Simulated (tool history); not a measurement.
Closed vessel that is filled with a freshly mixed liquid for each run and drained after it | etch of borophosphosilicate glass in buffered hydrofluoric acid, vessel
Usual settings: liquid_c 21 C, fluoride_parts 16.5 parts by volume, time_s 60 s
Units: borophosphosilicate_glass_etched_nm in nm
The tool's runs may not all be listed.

| run | hour | liquid_c | fluoride_parts | time_s | read-back film thickness of the borophosphosilicate glass reference wafer, read on the same gauge (nm) | borophosphosilicate_glass_etched_nm |
|---|---|---|---|---|---|---|
| 1 | 0 | 21 | 12.5 | 60 | 73.71 | 124.35 |
| 2 | 71.6 | 21 | 12.5 | 60 | 73.86 | 124.65 |
| 3 | 98.7 | 21 | 16.5 | 60 | 73.88 | 94.85 |
| 4 | 166.1 | 21 | 16.5 | 60 | 73.95 | 94.85 |
|  | 182.5 | thermometer replaced |
| 5 | 226.5 | 21 | 16.5 | 70 | 74.07 | 111.12 |
| 6 | 268.6 | 21 | 16.5 | 60 | 74.1 | 95.51 |
| 7 | 301.1 | 21 | 16.5 | 60 | 74.11 | 95.54 |
| 8 | 325.7 | 21 | 16.5 | 60 | 74.16 | 94.81 |
| 9 | 391.4 | 21 | 13.5 | 40 | 74.17 | 77.52 |
| 10 | 454.9 | 21 | 16.5 | 60 | 74.2 | 94.53 |
| 11 | 509.1 | 22 | 16.5 | 60 | 74.34 | 101.78 |
|  | 512.8 | gauge calibrated |
| 12 | 543.4 | 21 | 16.5 | 60 | 70 | 90.6 |
| 13 | 574.6 | 21 | 16.5 | 50 | 70.26 | 75.47 |
| 14 | 600 | 25 | 16.5 | 60 | 70.45 | 111.94 |
| 15 | 635.1 | 17.5 | 12 | 50 | 70.68 | 86.4 |
| 16 | 678.8 | 21 | 10.5 | 85 | 70.95 | 203.28 |
| 17 | 726.4 | 21 | 16.5 | 60 | 71.27 | 92.8 |
| 18 | 759.6 | 21 | 16.5 | 60 | 71.47 | 90.73 |
|  | 783.1 | hydrofluoric acid flow meter replaced |
| 19 | 786 | 21 | 16.5 | 60 | 71.59 | 92.17 |
| 20 | 850.9 | 17.5 | 16.5 | 90 | 71.94 | 114.45 |
| 21 | 878 | 21 | 16.5 | 60 | 72.04 | 92.48 |
| 22 | 909.8 | 17 | 16.5 | 60 | 72.15 | 74.16 |
| 23 | 977.9 | 17 | 13.5 | 85 | 72.43 | 128.47 |
| 24 | 1035 | 21 | 14 | 60 | 72.64 | 108.48 |
| 25 | 1100.6 | 17 | 16.5 | 85 | 72.8 | 106.28 |
| 26 | 1137.5 | 19.5 | 11.5 | 75 | 72.93 | 155.48 |
| 27 | 1165.5 | 19 | 16.5 | 60 | 73 | 83.91 |
| 28 | 1192.6 | 21 | 16.5 | 60 | 73.03 | 95.43 |
| 29 | 1226.3 | 18 | 12 | 30 | 73.14 | 54.38 |
| 30 | 1277.1 | 17 | 19 | 60 | 73.2 | 66.11 |
| 31 | 1331.7 | 21 | 16.5 | 60 | 73.36 | 93.84 |
| 32 | 1377.9 | 19 | 19.5 | 45 | 73.45 | 53.46 |

Forecast each of these 3 alternatives for the next run:
| A | 1378.6 | 21 | 16.5 | 60 | ? | ? |
| B | 1378.6 | 21 | 13.5 | 45 | ? | ? |
| C | 1378.6 | 19.5 | 14 | 45 | ? | ? |

| run | read-back film thickness of the borophosphosilicate glass reference wafer, read on the same gauge (nm) | borophosphosilicate_glass_etched_nm |
|---|---|---|
| A | 73.52 | 94.57 |
| B | 73.52 | 86.48 |
| C | 73.52 | 76.79 |
Without the tool's hidden state the same runs would have given:
| run | borophosphosilicate_glass_etched_nm |
|---|---|
| A | 90.13 |
| B | 82.42 |
| C | 73.19 |

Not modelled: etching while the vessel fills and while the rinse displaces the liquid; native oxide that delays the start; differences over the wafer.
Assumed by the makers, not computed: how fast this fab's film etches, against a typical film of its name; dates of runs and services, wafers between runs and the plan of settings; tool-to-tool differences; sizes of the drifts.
